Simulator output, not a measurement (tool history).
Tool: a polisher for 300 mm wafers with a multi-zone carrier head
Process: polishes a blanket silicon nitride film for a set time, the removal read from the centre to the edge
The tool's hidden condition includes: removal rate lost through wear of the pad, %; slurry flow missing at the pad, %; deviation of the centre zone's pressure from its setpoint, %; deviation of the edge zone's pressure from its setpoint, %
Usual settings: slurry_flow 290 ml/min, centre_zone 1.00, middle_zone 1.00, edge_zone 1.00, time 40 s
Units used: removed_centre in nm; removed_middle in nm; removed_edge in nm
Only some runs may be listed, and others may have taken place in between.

| run | hour | slurry_flow | centre_zone | middle_zone | edge_zone | time | wafers since the last listed run | wafers polished on this pad | hours since the slurry nozzle was cleaned | hours since the centre zone pressure was calibrated | hours since the edge zone pressure was calibrated | hours since the carrier head's membrane was replaced | incoming thickness of the incoming film, nm | removed_centre | removed_middle | removed_edge |
|---|---|---|---|---|---|---|---|---|---|---|---|---|---|---|---|---|
| 1 | 0.0 | 290 | 1.00 | 1.00 | 0.95 | 40 | 0 | 623 | 0.5 | 307.8 | 686.0 | 1175.6 | 631.9 | 100.4 | 97.5 | 101.1 |
| 2 | 16.8 | 290 | 1.00 | 1.00 | 0.95 | 40 | 260 | 884 | 17.3 | 324.6 | 702.8 | 1192.4 | 639.3 | 99.5 | 98.0 | 99.9 |
| 3 | 27.2 | 290 | 1.00 | 1.00 | 1.00 | 33 | 161 | 1045 | 27.7 | 335.0 | 713.2 | 1202.8 | 638.4 | 82.2 | 79.4 | 83.6 |
|  | 40.9 | worn pad replaced by a new one |
| 4 | 41.4 | 250 | 1.00 | 1.00 | 1.00 | 30 | 158 | 7 | 41.9 | 349.2 | 727.4 | 1217.0 | 635.9 | 74.6 | 71.5 | 76.5 |
| 5 | 56.2 | 250 | 1.00 | 1.00 | 1.00 | 30 | 229 | 237 | 56.7 | 364.0 | 742.2 | 1231.8 | 640.1 | 73.9 | 71.7 | 75.9 |
|  | 61.7 | carrier head's membrane replaced by a new one |
| 6 | 64.3 | 290 | 1.00 | 1.00 | 1.00 | 40 | 48 | 285 | 64.8 | 372.1 | 750.3 | 2.6 | 645.4 | 101.7 | 97.1 | 104.3 |
| 7 | 76.1 | 290 | 1.00 | 1.00 | 1.00 | 40 | 183 | 468 | 76.6 | 383.9 | 762.1 | 14.4 | 642.2 | 99.2 | 96.5 | 103.4 |
|  | 90.2 | centre zone pressure recalibrated |
| 8 | 90.7 | 290 | 1.00 | 1.11 | 1.00 | 50 | 195 | 664 | 91.2 | 0.5 | 776.7 | 29.0 | 646.4 | 123.9 | 132.0 | 124.8 |
| 9 | 97.5 | 290 | 1.00 | 1.00 | 1.00 | 40 | 105 | 770 | 98.0 | 7.3 | 783.5 | 35.8 | 644.5 | 100.5 | 97.3 | 102.4 |
| 10 | 109.2 | 290 | 1.00 | 1.00 | 1.00 | 40 | 181 | 952 | 109.7 | 19.0 | 795.2 | 47.5 | 639.5 | 97.9 | 95.7 | 100.7 |
|  | 117.1 | edge zone pressure recalibrated |
| 11 | 118.7 | 290 | 0.89 | 1.00 | 1.00 | 40 | 116 | 1068 | 119.2 | 28.5 | 1.6 | 57.0 | 648.0 | 91.5 | 96.6 | 101.2 |
|  | 128.4 | worn pad replaced by a new one |
| 12 | 132.2 | 290 | 1.00 | 1.00 | 1.06 | 27 | 147 | 58 | 132.7 | 42.0 | 15.1 | 70.5 | 647.5 | 68.1 | 65.2 | 71.3 |
| 13 | 139.3 | 290 | 1.05 | 1.00 | 1.00 | 40 | 110 | 168 | 139.8 | 49.1 | 22.2 | 77.6 | 634.9 | 104.8 | 99.8 | 102.1 |
| 14 | 149.8 | 290 | 0.92 | 0.96 | 0.89 | 40 | 163 | 331 | 150.3 | 59.6 | 32.7 | 88.1 | 636.4 | 95.2 | 94.1 | 98.0 |
| 15 | 166.1 | 290 | 1.00 | 1.00 | 1.00 | 40 | 253 | 585 | 166.6 | 75.9 | 49.0 | 104.4 | 636.9 | 100.5 | 97.4 | 102.6 |
| 16 | 201.5 | 290 | 1.00 | 1.00 | 1.00 | 44 | 549 | 1134 | 202.0 | 111.3 | 84.4 | 139.8 | 639.4 | 109.0 | 105.7 | 112.8 |
|  | 219.4 | worn pad replaced by a new one |
| 17 | 219.9 | 320 | 1.07 | 0.97 | 1.12 | 40 | 223 | 7 | 220.4 | 129.7 | 102.8 | 158.2 | 641.0 | 106.1 | 97.5 | 108.6 |
| 18 | 234.0 | 330 | 1.00 | 1.00 | 1.00 | 40 | 219 | 226 | 234.5 | 143.8 | 116.9 | 172.3 | 639.0 | 101.5 | 100.1 | 103.5 |
| 19 | 245.4 | 290 | 1.00 | 1.00 | 1.00 | 35 | 177 | 403 | 245.9 | 155.2 | 128.3 | 183.7 | 638.8 | 88.3 | 86.0 | 89.9 |
| 20 | 253.6 | 290 | 1.00 | 1.00 | 1.00 | 40 | 127 | 530 | 254.1 | 163.4 | 136.5 | 191.9 | 637.0 | 100.3 | 97.7 | 102.0 |
| 21 | 269.3 | 290 | 1.00 | 1.00 | 1.00 | 30 | 243 | 774 | 269.8 | 179.1 | 152.2 | 207.6 | 633.4 | 75.3 | 72.1 | 76.7 |
| 22 | 278.8 | 290 | 1.00 | 1.05 | 1.00 | 40 | 147 | 922 | 279.3 | 188.6 | 161.7 | 217.1 | 631.6 | 100.6 | 99.6 | 102.0 |
| 23 | 289.2 | 290 | 1.00 | 1.00 | 0.95 | 30 | 161 | 1083 | 289.7 | 199.0 | 172.1 | 227.5 | 646.1 | 74.2 | 71.9 | 74.1 |

Hidden state at the last listed run before each entry between runs and at the first one after, where it differs:
In the gap between runs 3 and 4: worn pad replaced by a new one (hour 40.9)
  removal rate lost through wear of the pad, %: 2.01 -> 0.397
  measured minus no-state result, removed_centre: -1.6 -> -0.3 nm; removed_middle: -1.6 -> -0.3 nm; removed_edge: -1.7 -> -0.3 nm
In the gap between runs 5 and 6: carrier head's membrane replaced by a new one (hour 61.7)
  removal rate lost through wear of the pad, %: 0.491 -> 0.617
  measured minus no-state result, removed_centre: -0.4 -> -0.7 nm; removed_middle: -0.4 -> -0.6 nm; removed_edge: -0.4 -> -0.7 nm
In the gap between runs 7 and 8: centre zone pressure recalibrated (hour 90.2)
  removal rate lost through wear of the pad, %: 0.895 -> 1.39
  measured minus no-state result, removed_centre: -0.9 -> -1.7 nm; removed_middle: -0.9 -> -1.8 nm; removed_edge: -1.0 -> -1.7 nm
In the gap between runs 10 and 11: edge zone pressure recalibrated (hour 117.1)
  removal rate lost through wear of the pad, %: 2.27 -> 2.83
  measured minus no-state result, removed_centre: -2.3 -> -2.7 nm; removed_middle: -2.2 -> -2.8 nm; removed_edge: -2.4 -> -2.9 nm
In the gap between runs 11 and 12: worn pad replaced by a new one (hour 128.4)
  removal rate lost through wear of the pad, %: 2.83 -> 0.194
  measured minus no-state result, removed_centre: -2.7 -> -0.1 nm; removed_middle: -2.8 -> -0.2 nm; removed_edge: -2.9 -> -0.1 nm
In the gap between runs 16 and 17: worn pad replaced by a new one (hour 219.4)
  removal rate lost through wear of the pad, %: 2.33 -> 0.0389
  measured minus no-state result, removed_centre: -2.6 -> +0.0 nm; removed_middle: -2.5 -> -0.1 nm; removed_edge: -2.7 -> -0.1 nm
